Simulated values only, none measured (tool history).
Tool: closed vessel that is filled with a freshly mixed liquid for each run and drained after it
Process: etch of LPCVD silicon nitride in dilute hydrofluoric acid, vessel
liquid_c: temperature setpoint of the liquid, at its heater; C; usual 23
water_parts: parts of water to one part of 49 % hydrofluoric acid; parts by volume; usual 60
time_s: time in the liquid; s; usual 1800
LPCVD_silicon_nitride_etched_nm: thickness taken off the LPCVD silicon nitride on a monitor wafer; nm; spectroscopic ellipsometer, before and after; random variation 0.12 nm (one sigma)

| run | hour | liquid_c | water_parts | time_s | read-back film thickness of the LPCVD silicon nitride reference wafer, read on the same gauge (nm) | LPCVD_silicon_nitride_etched_nm |
|---|---|---|---|---|---|---|
| 1 | 0 | 23 | 75 | 2360 | 139.96 | 18.98 |
| 2 | 19.7 | 23 | 60 | 1800 | 140 | 18.04 |
| 3 | 54.1 | 23 | 60 | 1800 | 140.01 | 18.36 |
| 4 | 84.1 | 23 | 60 | 1800 | 139.97 | 18.05 |
| 5 | 140.6 | 26 | 60 | 1800 | 140.03 | 22.42 |
| 6 | 175.9 | 23 | 60 | 1800 | 140.06 | 18.63 |
| 7 | 208.1 | 23 | 60 | 1800 | 139.97 | 18.57 |
| 8 | 236.4 | 23 | 85 | 1800 | 140 | 13.17 |
| 9 | 267.3 | 23 | 85 | 1800 | 140.03 | 13.24 |
| 10 | 301 | 23 | 85 | 1800 | 140.05 | 13.42 |
| 11 | 323 | 23 | 60 | 1800 | 139.99 | 18.7 |
| 12 | 340.9 | 23 | 60 | 1800 | 140.02 | 18.84 |
| 13 | 353.5 | 20 | 60 | 1800 | 139.99 | 15.41 |
| 14 | 376.3 | 20 | 60 | 1800 | 140 | 15.49 |
| 15 | 402.9 | 23 | 60 | 1800 | 140.04 | 18.9 |
|  | 420.6 | hydrofluoric acid flow meter replaced |
|  | 429 | thermometer replaced |
| 16 | 444.3 | 23 | 60 | 1800 | 140 | 14.67 |
| 17 | 471.2 | 20.5 | 60 | 2595 | 139.97 | 18.02 |
| 18 | 484.8 | 21.5 | 85 | 2135 | 139.95 | 11.29 |
| 19 | 512.6 | 23 | 60 | 1800 | 139.99 | 14.95 |
| 20 | 531.3 | 20.5 | 70 | 1225 | 139.99 | 7.34 |
| 21 | 545.7 | 20.5 | 80 | 1485 | 139.97 | 7.8 |
|  | 579.1 | gauge calibrated |
| 22 | 579.2 | 23 | 60 | 1800 | 140.03 | 15.15 |
| 23 | 598.4 | 23 | 60 | 1800 | 139.99 | 15.15 |
| 24 | 636.6 | 23 | 45 | 2335 | 139.98 | 26.02 |
| 25 | 664.7 | 23 | 80 | 2385 | 139.94 | 15.18 |
| 26 | 678 | 27.5 | 75 | 1090 | 139.98 | 10 |
| 27 | 713.5 | 23 | 60 | 1800 | 140 | 15.39 |
| 28 | 737.3 | 23 | 60 | 1800 | 139.98 | 15.07 |
| 29 | 754.8 | 23 | 60 | 2565 | 139.94 | 21.82 |
| 30 | 773.2 | 23 | 85 | 2695 | 140.01 | 16.13 |
| 31 | 808 | 27.5 | 45 | 2480 | 140.03 | 38.07 |
| 32 | 840 | 23 | 40 | 2735 | 139.97 | 34.53 |

Some steps in LPCVD_silicon_nitride_etched_nm between neighbouring runs. How much of each would the tool show without its hidden state too (settings, what came in, random variation), and how much is left for the hidden state, with any gauge scatter that isn't in both results?
The hidden state here: liquid hotter than its thermometer reads (K); hydrofluoric acid flow above the setpoint (%); gauge reads high (%).
Run 10 -> 11: water_parts 85 -> 60. LPCVD_silicon_nitride_etched_nm +5.28 nm: hidden state +1.31, all else +3.97.
Run 15 -> 16: hydrofluoric acid flow meter replaced, thermometer replaced. LPCVD_silicon_nitride_etched_nm -4.23 nm: hidden state -4.17, all else -0.06.
Run 23 -> 24: water_parts 60 -> 45, time_s 1800 -> 2335. LPCVD_silicon_nitride_etched_nm +10.87 nm: hidden state +0.7, all else +10.17.
Run 24 -> 25: water_parts 45 -> 80, time_s 2335 -> 2385. LPCVD_silicon_nitride_etched_nm -10.84 nm: hidden state -0.58, all else -10.26.
Run 30 -> 31: liquid_c 23 -> 27.5, water_parts 85 -> 45, time_s 2695 -> 2480. LPCVD_silicon_nitride_etched_nm +21.94 nm: hidden state +1.71, all else +20.23.
